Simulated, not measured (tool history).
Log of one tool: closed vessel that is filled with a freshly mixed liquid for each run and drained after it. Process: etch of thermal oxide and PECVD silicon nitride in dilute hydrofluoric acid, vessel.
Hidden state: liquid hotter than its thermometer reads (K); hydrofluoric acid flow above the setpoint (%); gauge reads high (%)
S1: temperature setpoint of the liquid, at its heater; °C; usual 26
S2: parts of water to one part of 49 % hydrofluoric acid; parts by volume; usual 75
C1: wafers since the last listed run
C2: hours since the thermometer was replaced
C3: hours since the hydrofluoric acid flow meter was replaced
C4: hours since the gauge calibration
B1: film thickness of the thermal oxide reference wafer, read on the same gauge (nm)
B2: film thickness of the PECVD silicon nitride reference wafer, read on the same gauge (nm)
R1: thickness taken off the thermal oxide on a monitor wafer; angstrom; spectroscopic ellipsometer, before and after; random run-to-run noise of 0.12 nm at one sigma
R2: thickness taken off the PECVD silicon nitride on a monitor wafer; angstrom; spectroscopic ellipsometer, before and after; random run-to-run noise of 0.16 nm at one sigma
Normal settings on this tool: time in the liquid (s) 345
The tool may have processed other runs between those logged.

{"run": 1, "hour": 0.0, "S1": 26, "S2": 75, "time in the liquid (s)": 345, "C1": 0, "C2": 1612.8, "C3": 2407.9, "C4": 181.8, "B1": 149.99, "B2": 140, "R1": 296.3, "R2": 210.7}
{"run": 2, "hour": 8.7, "S1": 26, "S2": 55, "time in the liquid (s)": 450, "C1": 676, "C2": 1621.5, "C3": 2416.6, "C4": 190.5, "B1": 150.03, "B2": 140.02, "R1": 545.1, "R2": 381.6}
{"run": 3, "hour": 25.3, "S1": 26, "S2": 55, "time in the liquid (s)": 450, "C1": 1290, "C2": 1638.1, "C3": 2433.2, "C4": 207.1, "B1": 150.02, "B2": 139.98, "R1": 541.6, "R2": 373.5}
{"run": 4, "hour": 33.6, "S1": 22, "S2": 95, "time in the liquid (s)": 290, "C1": 645, "C2": 1646.4, "C3": 2441.5, "C4": 215.4, "B1": 149.99, "B2": 139.96, "R1": 164.5, "R2": 108.1}
{"run": 5, "hour": 41.8, "S1": 26, "S2": 75, "time in the liquid (s)": 345, "C1": 637, "C2": 1654.6, "C3": 2449.7, "C4": 223.6, "B1": 150, "B2": 140.02, "R1": 300.8, "R2": 208}
{"run": 6, "hour": 48.3, "S1": 23, "S2": 90, "time in the liquid (s)": 490, "C1": 505, "C2": 1661.1, "C3": 2456.2, "C4": 230.1, "B1": 150, "B2": 140.03, "R1": 306.1, "R2": 205.8}
{"run": 7, "hour": 59.5, "S1": 26, "S2": 75, "time in the liquid (s)": 345, "C1": 871, "C2": 1672.3, "C3": 2467.4, "C4": 241.3, "B1": 150.01, "B2": 139.97, "R1": 296.5, "R2": 214.6}
{"run": 8, "hour": 68.1, "S1": 22.5, "S2": 55, "time in the liquid (s)": 145, "C1": 668, "C2": 1680.9, "C3": 2476, "C4": 249.9, "B1": 150.01, "B2": 139.99, "R1": 152.3, "R2": 95.8}
{"hour": 77.3, "done": "hydrofluoric acid flow meter replaced"}
{"run": 9, "hour": 84.3, "S1": 22, "S2": 45, "time in the liquid (s)": 345, "C1": 1182, "C2": 1697.1, "C3": 7, "C4": 266.1, "B1": 150.01, "B2": 140.03, "R1": 441.7, "R2": 272.8}
{"run": 10, "hour": 98.7, "S1": 26, "S2": 75, "time in the liquid (s)": 345, "C1": 1119, "C2": 1711.5, "C3": 21.4, "C4": 280.5, "B1": 150.01, "B2": 140, "R1": 299.6, "R2": 213.9}
{"hour": 107.8, "done": "thermometer replaced"}
{"run": 11, "hour": 116.1, "S1": 26, "S2": 75, "time in the liquid (s)": 345, "C1": 1275, "C2": 8.3, "C3": 38.8, "C4": 297.9, "B1": 150, "B2": 139.97, "R1": 312.1, "R2": 229.1}
{"hour": 118.9, "done": "gauge calibrated"}
{"run": 12, "hour": 129.3, "S1": 26, "S2": 105, "time in the liquid (s)": 430, "C1": 1026, "C2": 21.5, "C3": 52, "C4": 10.4, "B1": 150.01, "B2": 139.98, "R1": 265.8, "R2": 201.8}
{"run": 13, "hour": 141.7, "S1": 26, "S2": 75, "time in the liquid (s)": 205, "C1": 964, "C2": 33.9, "C3": 64.4, "C4": 22.8, "B1": 149.99, "B2": 140.01, "R1": 184.1, "R2": 135.8}
{"run": 14, "hour": 150.2, "S1": 23, "S2": 55, "time in the liquid (s)": 455, "C1": 661, "C2": 42.4, "C3": 72.9, "C4": 31.3, "B1": 149.99, "B2": 139.99, "R1": 515.2, "R2": 339.4}
{"run": 15, "hour": 168.1, "S1": 22, "S2": 75, "time in the liquid (s)": 345, "C1": 1392, "C2": 60.3, "C3": 90.8, "C4": 49.2, "B1": 149.99, "B2": 140, "R1": 263.4, "R2": 179.9}
{"run": 16, "hour": 177.9, "S1": 26, "S2": 75, "time in the liquid (s)": 345, "C1": 762, "C2": 70.1, "C3": 100.6, "C4": 59, "B1": 150.01, "B2": 140.02, "R1": 312.8, "R2": 232.6}
{"hour": 184.6, "done": "thermometer replaced, repeated, since the last time left the tool worse"}
{"run": 17, "hour": 192.5, "S1": 26, "S2": 75, "time in the liquid (s)": 345, "C1": 1057, "C2": 7.9, "C3": 115.2, "C4": 73.6, "B1": 150, "B2": 140.01, "R1": 277.7, "R2": 189.1}
{"run": 18, "hour": 203.1, "S1": 21.5, "S2": 105, "time in the liquid (s)": 345, "C1": 824, "C2": 18.5, "C3": 125.8, "C4": 84.2, "B1": 150.01, "B2": 139.99, "R1": 157.9, "R2": 100.9}
{"run": 19, "hour": 215.9, "S1": 26, "S2": 75, "time in the liquid (s)": 345, "C1": 995, "C2": 31.3, "C3": 138.6, "C4": 97, "B1": 149.98, "B2": 139.95, "R1": 275.5, "R2": 189.1}
{"run": 20, "hour": 232.7, "S1": 26, "S2": 75, "time in the liquid (s)": 520, "C1": 1306, "C2": 48.1, "C3": 155.4, "C4": 113.8, "B1": 149.97, "B2": 139.98, "R1": 413, "R2": 283.7}
{"run": 21, "hour": 240.0, "S1": 29, "S2": 40, "time in the liquid (s)": 290, "C1": 567, "C2": 55.4, "C3": 162.7, "C4": 121.1, "B1": 150.01, "B2": 140, "R1": 514.4, "R2": 360.3}
{"run": 22, "hour": 247.5, "S1": 26, "S2": 105, "time in the liquid (s)": 430, "C1": 583, "C2": 62.9, "C3": 170.2, "C4": 128.6, "B1": 150.02, "B2": 140.01, "R1": 237.9, "R2": 168.4}
{"run": 23, "hour": 256.1, "S1": 21.5, "S2": 85, "time in the liquid (s)": 245, "C1": 668, "C2": 71.5, "C3": 178.8, "C4": 137.2, "B1": 150, "B2": 140, "R1": 141.8, "R2": 88.8}
{"run": 24, "hour": 271.5, "S1": 24, "S2": 90, "time in the liquid (s)": 345, "C1": 1197, "C2": 86.9, "C3": 194.2, "C4": 152.6, "B1": 150, "B2": 140.01, "R1": 208.4, "R2": 137.3}
{"run": 25, "hour": 284.7, "S1": 26, "S2": 75, "time in the liquid (s)": 160, "C1": 1026, "C2": 100.1, "C3": 207.4, "C4": 165.8, "B1": 150.01, "B2": 140.01, "R1": 129.7, "R2": 88.3}
{"run": 26, "hour": 291.0, "S1": 26, "S2": 100, "time in the liquid (s)": 220, "C1": 489, "C2": 106.4, "C3": 213.7, "C4": 172.1, "B1": 150.02, "B2": 140.02, "R1": 128.5, "R2": 90}

Each run again, without the hidden state but with its own random variation kept:
run=1 R1=274.2 R2=185.3
run=2 R1=503.6 R2=335
run=3 R1=499.9 R2=327.5
run=4 R1=151.7 R2=94.6
run=5 R1=277.8 R2=182.3
run=6 R1=282.3 R2=179.9
run=7 R1=273.7 R2=187.9
run=8 R1=140 R2=83.4
run=9 R1=405.2 R2=236.9
run=10 R1=276 R2=186.7
run=11 R1=275.7 R2=186.5
run=12 R1=235.4 R2=164.7
run=13 R1=162.4 R2=110.4
run=14 R1=451.9 R2=273.7
run=15 R1=231.1 R2=145
run=16 R1=275.6 R2=188.6
run=17 R1=276.6 R2=187.8
run=18 R1=157.2 R2=100.1
run=19 R1=274.1 R2=187.5
run=20 R1=410.6 R2=281
run=21 R1=511.1 R2=356.5
run=22 R1=236.3 R2=166.5
run=23 R1=140.7 R2=87.7
run=24 R1=206.8 R2=135.5
run=25 R1=128.6 R2=87.1
run=26 R1=127.4 R2=88.7
